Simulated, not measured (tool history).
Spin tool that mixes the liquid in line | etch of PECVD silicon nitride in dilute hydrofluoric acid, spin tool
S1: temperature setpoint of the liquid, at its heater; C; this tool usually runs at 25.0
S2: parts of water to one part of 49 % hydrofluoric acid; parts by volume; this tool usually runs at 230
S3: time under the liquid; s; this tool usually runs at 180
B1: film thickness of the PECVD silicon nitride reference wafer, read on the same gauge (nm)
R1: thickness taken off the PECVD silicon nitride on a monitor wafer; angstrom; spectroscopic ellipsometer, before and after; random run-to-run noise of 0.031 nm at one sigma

run    hour    S1   S2   S3      B1     R1
  1     0.0  21.5  140  180  30.017  22.52
  2    69.1  25.0  175  180  30.009  22.66
      110.5  -- hydrofluoric acid flow meter replaced
  3   150.9  25.0  175  180  30.001  21.45
  4   204.1  25.0  175  180  30.043  21.80
  5   263.7  27.5  230  180  30.009  19.19
  6   316.8  27.5  230  180  29.993  19.00
  7   380.4  27.5  230  180  29.978  18.62
  8   433.8  25.0  230  180  29.983  17.13
  9   526.9  25.0  155  180  29.978  25.61
 10   612.8  25.0  230  180  29.981  16.54
 11   695.8  25.0  230  180  29.990  17.78
 12   771.5  25.0  230  180  30.012  17.72
 13   848.0  25.0  230  230  29.996  23.68
      853.1  -- thermometer replaced
 14   895.9  25.0  170  180  29.991  21.83
 15   982.4  25.0  195  105  29.957  10.95
     1027.5  -- hydrofluoric acid flow meter replaced
 16  1058.2  25.0  230  180  29.969  13.90
 17  1122.8  21.0  120   75  30.012   9.06
 18  1210.7  25.0  230  150  30.029  12.05
     1215.9  -- gauge calibrated
 19  1264.7  25.0  230  180  30.000  15.54
 20  1358.7  27.0  275  285  29.971  23.12
 21  1420.7  25.0  230  180  29.973  16.01
 22  1459.6  28.5  185   90  30.007  12.42
 23  1521.8  27.0  330  140  30.015   9.49
 24  1629.2  21.0  140  180  30.001  20.17
 25  1751.7  25.0  160  180  30.004  23.60
 26  1847.2  23.5  190  130  30.005  13.30
 27  1944.1  25.0  230  180  30.013  16.64

Measured result minus the same run's result without the hidden state. Both carry the same run-to-run variation, though not necessarily the same gauge scatter:
Hidden state present: liquid hotter than its thermometer reads (K); hydrofluoric acid flow above the setpoint (%); gauge reads high (%).
run     R1
  1  +4.30
  2  +4.52
  3  +2.76
  4  +3.03
  5  +2.79
  6  +2.94
  7  +3.09
  8  +3.03
  9  +5.02
 10  +3.41
 11  +3.91
 12  +4.10
 13  +5.76
 14  +2.62
 15  +1.48
 16  +0.50
 17  +0.45
 18  +0.80
 19  +1.18
 20  +2.17
 21  +1.70
 22  +1.41
 23  +1.17
 24  +2.94
 25  +3.89
 26  +2.40
 27  +3.25

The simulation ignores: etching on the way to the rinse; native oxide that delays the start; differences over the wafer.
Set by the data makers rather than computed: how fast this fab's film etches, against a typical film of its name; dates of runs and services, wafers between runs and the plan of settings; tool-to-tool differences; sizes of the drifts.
